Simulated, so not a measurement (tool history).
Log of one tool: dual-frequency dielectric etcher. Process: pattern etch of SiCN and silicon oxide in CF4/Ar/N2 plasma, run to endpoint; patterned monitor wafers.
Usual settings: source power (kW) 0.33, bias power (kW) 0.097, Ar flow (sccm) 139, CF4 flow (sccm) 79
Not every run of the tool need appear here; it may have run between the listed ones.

run,day,source power (kW),bias power (kW),Ar flow (sccm),CF4 flow (sccm),"incoming incoming film thickness, nm",endpoint time (s)
1,0,0.33,0.097,139,79,9.54,12.5
2,2.683,0.33,0.097,139,79,9.56,12.5
3,5.683,0.36,0.075,139,79,9.58,12.8
4,7.596,0.36,0.087,139,79,9.78,12.3
5,9.208,0.33,0.085,120,79,9.58,12.9
# day 11.492: Ar flow controller replaced
6,11.512,0.33,0.116,110,79,9.51,11.4
# day 13.4: source power generator calibrated
7,14.225,0.33,0.097,139,79,9.58,12.5
# day 16.742: wet clean of the chamber
8,16.762,0.33,0.097,139,79,9.56,12.6
9,17.796,0.28,0.083,111,86,9.61,14.4
10,20.504,0.38,0.097,163,92,9.58,11.3
11,23.058,0.26,0.08,139,79,9.55,15.9
12,24.379,0.33,0.097,139,79,9.53,12.6
# day 25.496: bias power generator calibrated
13,27.246,0.33,0.097,129,79,9.5,12.3
# day 27.95: CF4 flow controller replaced
14,28.517,0.39,0.111,139,79,9.54,10.4
15,31.292,0.39,0.086,139,79,9.57,11.5
16,32.8,0.33,0.097,139,79,9.62,12.4
17,35.175,0.33,0.074,139,59,9.63,14.3
# day 36.908: wet clean of the chamber
18,37.233,0.3,0.097,139,79,9.57,13.7
19,39.904,0.33,0.113,139,85,9.67,12.1
20,40.912,0.33,0.105,120,79,9.67,12.3
21,43.3,0.33,0.097,139,79,9.64,12.7
22,44.338,0.33,0.08,115,79,9.5,13.1
23,47.233,0.4,0.097,129,79,9.58,10.7
24,48.925,0.33,0.097,139,79,9.64,12.6

Pick out some run-to-run changes in endpoint time (s). Of each, how much would a tool without hidden state show as well, from the settings, what came in and chance, and how much is left for the hidden state and any gauge scatter not in both results compared?
Hidden state at play: etch rate over this chamber's usual, %; source power that arrives over what is set, %; bias power that arrives over what is set, %; Ar flow that arrives over what is set, %; CF4 flow that arrives over what is set, %.
Run 7 -> 8: wet clean of the chamber. endpoint time (s) +0.1: hidden state +0.3, all else -0.2.
Run 10 -> 11: source power (kW) 0.38 -> 0.26, bias power (kW) 0.097 -> 0.08, Ar flow (sccm) 163 -> 139, CF4 flow (sccm) 92 -> 79. endpoint time (s) +4.6: hidden state -0.1, all else +4.7.
Run 11 -> 12: source power (kW) 0.26 -> 0.33, bias power (kW) 0.08 -> 0.097. endpoint time (s) -3.3: hidden state +0, all else -3.3.
Run 17 -> 18: source power (kW) 0.33 -> 0.3, bias power (kW) 0.074 -> 0.097, CF4 flow (sccm) 59 -> 79, wet clean of the chamber. endpoint time (s) -0.6: hidden state +0.5, all else -1.1.
